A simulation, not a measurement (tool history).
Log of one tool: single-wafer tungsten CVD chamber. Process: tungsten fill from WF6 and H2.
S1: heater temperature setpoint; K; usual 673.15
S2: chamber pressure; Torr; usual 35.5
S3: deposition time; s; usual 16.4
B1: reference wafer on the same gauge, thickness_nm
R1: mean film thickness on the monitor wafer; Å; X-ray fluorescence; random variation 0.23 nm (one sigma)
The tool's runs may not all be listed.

run	day	S1	S2	S3	B1	R1
1	0	673.15	35.5	16.4	48.164	485.66
2	1.108	673.15	35.5	16.4	48.239	489.67
3	1.725	673.15	33.7	16.4	48.204	478.47
4	2.3	673.15	33.7	16.4	48.262	478.25
5	6.796	673.15	29.3	16.4	48.211	455.54
6	7.533	673.15	35.5	18.2	48.226	539.78
7	8.583	673.15	35.5	18.2	48.138	541.21
# day 10.138: thermocouple changed; heater temperature recalibrated
8	10.158	673.15	35.5	18.2	48.113	586.05
# day 10.675: capacitance manometer re-zeroed and calibrated
# day 10.746: showerhead replaced, of another model than before
9	11.338	673.15	30.7	16.4	48.148	481.55
10	11.983	673.15	30.7	16.4	48.162	481.78
# day 12.275: gauge calibrated
11	12.646	673.15	30.7	16.4	48.151	475.75
12	13.888	668.15	35.5	16.4	48.21	465.47
13	14.442	687.15	40.4	14.7	48.195	652.91
14	15.379	662.15	35.5	16.4	48.189	405.81
15	16.2	665.15	41.1	18.5	48.169	521.28
16	17.375	683.15	38.3	13.7	48.236	535.72
17	18.846	673.15	43.8	16.4	48.227	569.29
18	19.45	659.15	35.5	16.4	48.149	371.12
19	20.7	673.15	32.2	17.9	48.156	515.93
20	21.512	673.15	35.5	16.4	48.26	503.17
21	22.175	658.15	30.3	15.4	48.165	311.21
22	23.3	677.15	40.2	14.9	48.115	521.73
23	24.504	678.15	38.3	15.3	48.213	535
24	25.671	658.15	30.3	15.4	48.176	305.27

3 ways to go on from here, each from the tool as it stands after run 24. What would each give?
A	25.688	673.15	30.5	16.4	?	?
B	25.688	667.15	40.2	19.6	?	?
C	25.688	673.15	35.5	15.6	?	?

run	B1	R1
A	48.149	460.98
B	48.149	563.17
C	48.149	476.35
Without the tool's hidden state the same runs would have given:
run	R1
A	497.46
B	608.9
C	514.05
